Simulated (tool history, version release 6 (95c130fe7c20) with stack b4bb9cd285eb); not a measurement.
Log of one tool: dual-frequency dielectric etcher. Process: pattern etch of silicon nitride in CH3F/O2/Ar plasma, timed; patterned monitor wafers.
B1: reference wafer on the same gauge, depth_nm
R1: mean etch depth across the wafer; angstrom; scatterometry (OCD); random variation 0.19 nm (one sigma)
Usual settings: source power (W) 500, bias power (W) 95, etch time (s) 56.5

Run 1, hour 0: usual settings but source power (W) 400, bias power (W) 102; B1 38.52. Result: R1 466.9 angstrom.
Run 2, hour 25: usual settings; B1 38.47. Result: R1 480.4 angstrom.
Run 3, hour 42.4: usual settings; B1 38.49. Result: R1 481.1 angstrom.
Run 4, hour 88.6: usual settings; B1 38.45. Result: R1 483.8 angstrom.
Run 5, hour 98.9: usual settings; B1 38.47. Result: R1 479.9 angstrom.
Run 6, hour 112.9: usual settings; B1 38.54. Result: R1 482.8 angstrom.
At hour 144.4: wet clean of the chamber.
Run 7, hour 144.9: usual settings; B1 38.51. Result: R1 456.1 angstrom.
Run 8, hour 145.3: usual settings but etch time (s) 46.5; B1 38.49. Result: R1 377.1 angstrom.
Run 9, hour 161.1: usual settings but etch time (s) 46.5; B1 38.53. Result: R1 378 angstrom.
Run 10, hour 172.4: usual settings; B1 38.48. Result: R1 455.1 angstrom.
Run 11, hour 188: usual settings; B1 38.49. Result: R1 459.8 angstrom.
Run 12, hour 198.9: usual settings; B1 38.46. Result: R1 455.6 angstrom.
Run 13, hour 207.3: usual settings but etch time (s) 67.5; B1 38.47. Result: R1 553 angstrom.
At hour 234.9: upper electrode replaced, of another model than before.
Run 14, hour 235.4: usual settings; B1 38.47. Result: R1 461.9 angstrom.
Run 15, hour 235.7: usual settings; B1 38.46. Result: R1 463.5 angstrom.
Run 16, hour 237.8: usual settings but source power (W) 580, bias power (W) 86; B1 38.47. Result: R1 468.5 angstrom.
Run 17, hour 249.3: usual settings but source power (W) 470; B1 38.52. Result: R1 452.8 angstrom.
Run 18, hour 255.7: usual settings but source power (W) 550, etch time (s) 61.5; B1 38.55. Result: R1 517.3 angstrom.
Run 19, hour 262.1: usual settings; B1 38.49. Result: R1 461.8 angstrom.
At hour 272.4: gauge calibrated.
Run 20, hour 279: usual settings but source power (W) 400, bias power (W) 102; B1 38.52. Result: R1 446.5 angstrom.
Run 21, hour 292.6: usual settings but bias power (W) 112; B1 38.51. Result: R1 483 angstrom.
At hour 302: bias power generator calibrated.
Run 22, hour 304.2: usual settings but source power (W) 600; B1 38.49. Result: R1 486.8 angstrom.
At hour 308.7: source power generator calibrated.
Run 23, hour 320.7: usual settings but source power (W) 450, bias power (W) 119, etch time (s) 67.5; B1 38.47. Result: R1 567.9 angstrom.
Run 24, hour 330.6: usual settings but bias power (W) 78; B1 38.49. Result: R1 443.5 angstrom.
Run 25, hour 341.1: usual settings but source power (W) 580, bias power (W) 106; B1 38.48. Result: R1 498.4 angstrom.
Run 26, hour 354.5: usual settings but bias power (W) 89; B1 38.46. Result: R1 457.5 angstrom.
Run 27, hour 369.9: usual settings but source power (W) 380, bias power (W) 110, etch time (s) 52; B1 38.51. Result: R1 413.1 angstrom.
Run 28, hour 380.3: usual settings; B1 38.44. Result: R1 469 angstrom.
Run 29, hour 425.7: usual settings but source power (W) 390; B1 38.49. Result: R1 437.3 angstrom.

Forecast each of these 5 alternatives for the next run:
Run A, hour 426.1: usual settings; B1 ?. Result: R1 ?.
Run B, hour 426.1: usual settings but source power (W) 560, bias power (W) 116, etch time (s) 45.5; B1 ?. Result: R1 ?.
Run C, hour 426.1: usual settings but bias power (W) 113, etch time (s) 45; B1 ?. Result: R1 ?.
Run D, hour 426.1: usual settings but source power (W) 600, bias power (W) 105; B1 ?. Result: R1 ?.
Run E, hour 426.1: usual settings but source power (W) 610; B1 ?. Result: R1 ?.

run     B1     R1
  A  38.51  466.8
  B  38.51  406.9
  C  38.51  387.5
  D  38.51  502.9
  E  38.51  493.7
Without the tool's hidden state the same runs would have given:
run     R1
  A  458.5
  B  399.7
  C  380.7
  D    494
  E  484.9
